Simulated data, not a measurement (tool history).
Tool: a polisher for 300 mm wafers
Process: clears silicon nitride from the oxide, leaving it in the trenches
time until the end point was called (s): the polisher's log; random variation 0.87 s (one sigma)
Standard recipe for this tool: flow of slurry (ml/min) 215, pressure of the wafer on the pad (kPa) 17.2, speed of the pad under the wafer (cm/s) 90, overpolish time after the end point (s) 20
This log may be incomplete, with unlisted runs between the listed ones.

run	hour	flow of slurry (ml/min)	pressure of the wafer on the pad (kPa)	speed of the pad under the wafer (cm/s)	overpolish time after the end point (s)	wafers since the last listed run	wafers polished on this pad	hours since the slurry nozzle was cleaned	hours since the head pressure was calibrated	incoming thickness of the incoming film, nm	time until the end point was called (s)
1	0.0	215	17.2	90	20	0	563	159.9	324.2	54.5	66.6
2	9.9	215	17.2	90	20	125	689	169.8	334.1	54.5	65.3
3	17.6	215	17.2	90	20	97	786	177.5	341.8	53.9	62.6
4	27.9	215	17.2	90	20	130	917	187.8	352.1	54.6	65.1
5	40.6	215	17.2	90	20	161	1078	200.5	364.8	55.4	65.9
6	57.5	215	17.2	90	20	214	1293	217.4	381.7	54.4	64.3
# hour 74.2: worn pad replaced by a new one
7	74.7	215	17.2	90	20	167	6	234.6	398.9	55.1	66.6
8	79.2	215	14.5	90	20	57	63	239.1	403.4	55.3	78.7
9	89.1	215	17.2	76	20	125	188	249.0	413.3	55.6	75.8
10	97.6	215	17.2	76	20	107	296	257.5	421.8	55.0	76.6
11	113.6	215	17.2	66	20	203	499	273.5	437.8	55.5	86.1
12	120.1	215	17.2	90	20	82	582	280.0	444.3	56.0	68.8
13	130.5	215	17.2	90	20	131	714	290.4	454.7	54.7	66.3
14	136.8	215	17.2	90	20	79	793	296.7	461.0	54.2	67.9
15	147.1	215	17.2	90	20	130	924	307.0	471.3	54.5	69.0
16	154.7	255	11.7	60	8	96	1021	314.6	478.9	55.9	134.8
17	164.7	215	17.2	90	20	126	1147	324.6	488.9	54.6	67.6
18	182.0	160	17.2	110	20	219	1367	341.9	506.2	55.6	63.7
# hour 188.5: worn pad replaced by a new one
19	190.6	215	13.8	112	25	58	26	350.5	514.8	54.7	70.8
20	201.8	215	17.2	90	20	142	168	361.7	526.0	54.9	69.8
21	218.6	215	20.7	72	20	213	381	378.5	542.8	54.7	69.0
22	225.9	165	22.8	118	20	92	474	385.8	550.1	55.4	46.5
23	235.8	215	17.2	90	13	125	600	395.7	560.0	55.0	71.8
# hour 278.1: slurry nozzle cleaned
# hour 283.2: head pressure recalibrated
24	286.1	215	17.2	90	20	600	1200	8.0	2.9	55.5	66.3
25	296.6	165	17.2	60	20	133	1333	18.5	13.4	53.9	88.6
26	307.3	275	11.7	90	20	135	1469	29.2	24.1	54.9	93.8
# hour 313.1: worn pad replaced by a new one
27	316.5	215	17.2	90	20	65	42	38.4	33.3	55.6	64.7
28	330.6	215	17.2	90	16	178	221	52.5	47.4	54.6	66.7
29	337.0	250	23.4	116	25	81	303	58.9	53.8	55.4	38.2
30	345.5	215	17.2	80	24	107	410	67.4	62.3	55.4	72.0
31	362.5	175	15.2	58	26	215	626	84.4	79.3	55.2	107.1

Predict each of these 5 candidate next runs independently; none follows another, all start after run 31:
A	362.9	215	18.6	90	20	5	631	84.8	79.7	55.5	?
B	362.9	175	17.2	90	20	5	631	84.8	79.7	55.5	?
C	362.9	215	22.1	74	20	5	631	84.8	79.7	55.5	?
D	362.9	280	17.2	90	20	5	631	84.8	79.7	55.5	?
E	362.9	170	22.1	90	20	5	631	84.8	79.7	55.5	?

run	time until the end point was called (s)
A	60.6
B	67.1
C	59.5
D	63.8
E	52.6
Take away the tool's hidden state, keep each run's random variation, and the runs would have read:
run	time until the end point was called (s)
A	59.2
B	65.4
C	58.1
D	62.3
E	51.2
